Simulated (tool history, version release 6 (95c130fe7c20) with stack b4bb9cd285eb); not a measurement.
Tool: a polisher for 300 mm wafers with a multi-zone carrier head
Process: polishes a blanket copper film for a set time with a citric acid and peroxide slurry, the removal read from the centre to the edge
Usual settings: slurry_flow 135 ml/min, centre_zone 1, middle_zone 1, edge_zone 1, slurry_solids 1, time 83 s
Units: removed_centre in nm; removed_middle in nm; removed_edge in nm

run	day	slurry_flow	centre_zone	middle_zone	edge_zone	slurry_solids	time	incoming thickness of the incoming film, nm	removed_centre	removed_middle	removed_edge
1	0	135	1	1	1	1	101	1041.9	184.7	189.1	194.8
# day 0.2: edge zone pressure recalibrated
2	0.338	135	1	0.91	1	1	83	1048.6	150.8	141	160.9
3	0.671	135	1	1	1.08	1	83	1065.4	148.8	152.5	162.6
4	1.004	135	1	1	0.96	0.95	83	1055.5	148.2	149	149.1
# day 1.854: worn pad replaced by a new one
5	1.875	115	1	1	1	1	83	1061.4	155.7	156.1	167.1
6	2.462	120	1	1	1	1	83	1050.3	153.8	154.9	167.7
# day 2.546: slurry nozzle cleaned
7	2.933	100	1	1.08	1	1	83	1040.3	164.9	175.1	170.1
8	3.5	135	1	1	1	1	83	1049.6	168.4	169.9	176.1
9	4.012	135	1	1	1	1	83	1046.6	168.5	171.5	174.6
10	4.408	135	1.06	1	1.05	0.75	83	1066.2	168.7	156.4	167.4
11	5.129	135	1	0.94	1	0.85	83	1059.1	161.8	155.3	169.9
12	5.712	105	1	1	1	1	74	1055	143.8	145.5	147
13	6.333	175	1	0.93	1	1	83	1065.2	171.4	161.9	172.9
14	6.929	135	1	1	0.95	0.85	83	1069.1	156.9	157.1	157
# day 7.671: centre zone pressure recalibrated
15	7.692	135	1	1	1	1	83	1072.2	162.7	166.9	168.2
16	9.142	135	1	1	1	1	83	1050.6	158.8	158.6	165.5
# day 9.588: worn pad replaced by a new one
17	9.875	175	1	1	1	1	83	1066.2	175.5	175.8	181.8
18	10.6	110	1	0.93	0.91	1.25	83	1075.9	171.9	163.6	172.9
19	11.121	135	0.9	1	0.88	0.9	83	1060.3	147.4	162.7	161.2
20	11.412	135	1	0.93	1	1.25	83	1063.8	175.7	168.1	185.8
21	11.788	165	1	1	0.96	1	83	1062.2	171.6	171.6	171.4

The tool's hidden state at each run:
deviation of the centre zone's pressure from its setpoint, %: 0 in every run
deviation of the edge zone's pressure from its setpoint, %: 0 in every run
H1: removal rate lost through wear of the pad, %
H2: slurry flow missing at the pad, %
run	H1	H2
1	4.81	37.4
2	5.35	37.8
3	5.91	38.2
4	6.51	38.6
5	0.136	39.5
6	0.185	40.2
7	0.291	0.75
8	0.495	1.39
9	0.753	1.97
10	0.999	2.41
11	1.55	3.23
12	2.1	3.88
13	2.79	4.58
14	3.54	5.26
15	4.64	6.12
16	7.15	7.75
17	0.737	8.58
18	0.861	9.4
19	1.04	9.98
20	1.17	10.3
21	1.37	10.7

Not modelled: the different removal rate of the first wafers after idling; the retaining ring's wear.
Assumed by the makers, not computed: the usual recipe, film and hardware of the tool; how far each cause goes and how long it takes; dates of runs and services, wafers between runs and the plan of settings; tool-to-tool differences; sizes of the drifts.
